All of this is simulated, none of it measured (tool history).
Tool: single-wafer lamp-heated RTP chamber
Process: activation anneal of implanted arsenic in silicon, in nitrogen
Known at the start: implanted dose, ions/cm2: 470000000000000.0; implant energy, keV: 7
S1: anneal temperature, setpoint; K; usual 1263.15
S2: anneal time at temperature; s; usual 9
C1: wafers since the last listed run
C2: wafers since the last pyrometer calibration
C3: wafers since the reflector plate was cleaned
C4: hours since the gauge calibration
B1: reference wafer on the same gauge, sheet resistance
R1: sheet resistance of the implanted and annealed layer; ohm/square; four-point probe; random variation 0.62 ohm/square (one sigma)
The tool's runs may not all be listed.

Run 1, hour 0: usual settings; C1 0; C2 4974; C3 3715; C4 177.3; B1 327.99. Result: R1 273.6 ohm/square.
At hour 6.2: reflector plate cleaned.
Run 2, hour 13.6: usual settings; C1 168; C2 5143; C3 168; C4 190.9; B1 328.2. Result: R1 277.23 ohm/square.
Run 3, hour 26.5: usual settings; C1 294; C2 5438; C3 463; C4 203.8; B1 328.18. Result: R1 275.87 ohm/square.
Run 4, hour 41.7: usual settings; C1 347; C2 5785; C3 811; C4 219; B1 328.09. Result: R1 275.59 ohm/square.
Run 5, hour 58.5: usual settings; C1 384; C2 6169; C3 1195; C4 235.8; B1 328.1. Result: R1 274.62 ohm/square.
Run 6, hour 67.9: usual settings; C1 214; C2 6384; C3 1410; C4 245.2; B1 327.78. Result: R1 274.98 ohm/square.
Run 7, hour 77.5: usual settings; C1 219; C2 6604; C3 1629; C4 254.8; B1 328.23. Result: R1 275.13 ohm/square.
Run 8, hour 90.4: usual settings but S1 1244.15 K, S2 7 s; C1 294; C2 6899; C3 1924; C4 267.7; B1 327.76. Result: R1 285.89 ohm/square.
Run 9, hour 98.1: usual settings but S1 1244.15 K, S2 7 s; C1 176; C2 7075; C3 2100; C4 275.4; B1 328.22. Result: R1 284.94 ohm/square.
Run 10, hour 113.7: usual settings but S1 1282.15 K; C1 356; C2 7432; C3 2457; C4 291; B1 328.11. Result: R1 267.99 ohm/square.
Run 11, hour 125.1: usual settings; C1 260; C2 7692; C3 2718; C4 302.4; B1 327.93. Result: R1 274.38 ohm/square.
At hour 137.4: pyrometer window cleaned and pyrometer calibrated.
Run 12, hour 137.9: usual settings; C1 109; C2 12; C3 2827; C4 315.2; B1 328.11. Result: R1 277.67 ohm/square.
Run 13, hour 152.2: usual settings; C1 327; C2 339; C3 3154; C4 329.5; B1 328.16. Result: R1 276.45 ohm/square.
Run 14, hour 162.7: usual settings but S2 13 s; C1 240; C2 579; C3 3395; C4 340; B1 328.15. Result: R1 271.27 ohm/square.
Run 15, hour 169.5: usual settings but S2 13 s; C1 155; C2 735; C3 3550; C4 346.8; B1 328.15. Result: R1 270.19 ohm/square.
Run 16, hour 176.6: usual settings but S2 13 s; C1 162; C2 897; C3 3712; C4 353.9; B1 327.8. Result: R1 269.32 ohm/square.
At hour 187.8: reflector plate cleaned.
Run 17, hour 188.3: usual settings; C1 84; C2 982; C3 12; C4 365.6; B1 327.97. Result: R1 278.19 ohm/square.
Run 18, hour 190.1: usual settings but S1 1255.15 K, S2 11 s; C1 41; C2 1023; C3 53; C4 367.4; B1 328.04. Result: R1 279.36 ohm/square.
Run 19, hour 200.5: usual settings but S1 1290.15 K, S2 13 s; C1 237; C2 1260; C3 291; C4 377.8; B1 327.95. Result: R1 263.46 ohm/square.
Run 20, hour 211.3: usual settings but S1 1273.15 K, S2 4 s; C1 246; C2 1507; C3 538; C4 388.6; B1 328.05. Result: R1 286.12 ohm/square.
Run 21, hour 228.7: usual settings but S1 1282.15 K; C1 397; C2 1905; C3 935; C4 406; B1 327.8. Result: R1 271.12 ohm/square.
Run 22, hour 240.3: usual settings but S1 1285.15 K, S2 13 s; C1 265; C2 2171; C3 1201; C4 417.6; B1 328.16. Result: R1 263.25 ohm/square.
Run 23, hour 246.7: usual settings but S1 1248.15 K, S2 11 s; C1 146; C2 2317; C3 1347; C4 424; B1 328.12. Result: R1 281.23 ohm/square.
Run 24, hour 256.9: usual settings but S1 1237.15 K, S2 14 s; C1 233; C2 2550; C3 1580; C4 434.2; B1 327.82. Result: R1 280.4 ohm/square.
At hour 260.8: gauge calibrated.
Run 25, hour 263.9: usual settings but S1 1242.15 K, S2 7 s; C1 160; C2 2710; C3 1740; C4 3.1; B1 328.09. Result: R1 290.67 ohm/square.
Run 26, hour 276.7: usual settings but S2 7 s; C1 292; C2 3003; C3 2033; C4 15.9; B1 328.04. Result: R1 279.95 ohm/square.
Run 27, hour 290.7: usual settings but S1 1277.15 K; C1 320; C2 3323; C3 2353; C4 29.9; B1 327.93. Result: R1 270.91 ohm/square.
Run 28, hour 303.7: usual settings but S1 1278.15 K; C1 297; C2 3620; C3 2650; C4 42.9; B1 328.25. Result: R1 270.81 ohm/square.
Run 29, hour 314.3: usual settings but S1 1281.15 K, S2 6 s; C1 242; C2 3863; C3 2893; C4 53.5; B1 328.13. Result: R1 275.94 ohm/square.
Run 30, hour 328: usual settings but S1 1236.15 K, S2 7 s; C1 313; C2 4176; C3 3206; C4 67.2; B1 327.93. Result: R1 291.2 ohm/square.
Run 31, hour 340.8: usual settings; C1 292; C2 4469; C3 3499; C4 80; B1 327.92. Result: R1 275.06 ohm/square.
At hour 369: reflector plate cleaned.
Run 32, hour 377.6: usual settings; C1 658; C2 5127; C3 196; C4 116.8; B1 327.97. Result: R1 276.57 ohm/square.
Run 33, hour 389: usual settings but S1 1281.15 K, S2 11 s; C1 260; C2 5388; C3 457; C4 128.2; B1 328.16. Result: R1 266.78 ohm/square.
Run 34, hour 406.8: usual settings but S1 1272.15 K, S2 4 s; C1 407; C2 5795; C3 864; C4 146; B1 327.92. Result: R1 284.1 ohm/square.

Hidden state or all else? Some run-to-run changes of R1, split into what the settings, what came in and random variation would give without the hidden state, and what is left for the hidden state (with any gauge scatter that isn't in both results):
The hidden state here: true wafer temperature minus pyrometer reading, K; wafer temperature error from the tarnished reflector plate, K; gauge reads high (%).
Run 1 -> 2: reflector plate cleaned. R1 +3.63 ohm/square: hidden state +3.06, all else +0.57.
Run 11 -> 12: pyrometer window cleaned and pyrometer calibrated. R1 +3.29 ohm/square: hidden state +3.97, all else -0.68.
Run 19 -> 20: S1 1290.15 -> 1273.15, S2 13 -> 4. R1 +22.66 ohm/square: hidden state +0.03, all else +22.63.
Run 22 -> 23: S1 1285.15 -> 1248.15, S2 13 -> 11. R1 +17.98 ohm/square: hidden state -0.41, all else +18.39.
Run 29 -> 30: S1 1281.15 -> 1236.15, S2 6 -> 7. R1 +15.26 ohm/square: hidden state -4.2, all else +19.46.
Run 33 -> 34: S1 1281.15 -> 1272.15, S2 11 -> 4. R1 +17.32 ohm/square: hidden state +0.33, all else +16.99.

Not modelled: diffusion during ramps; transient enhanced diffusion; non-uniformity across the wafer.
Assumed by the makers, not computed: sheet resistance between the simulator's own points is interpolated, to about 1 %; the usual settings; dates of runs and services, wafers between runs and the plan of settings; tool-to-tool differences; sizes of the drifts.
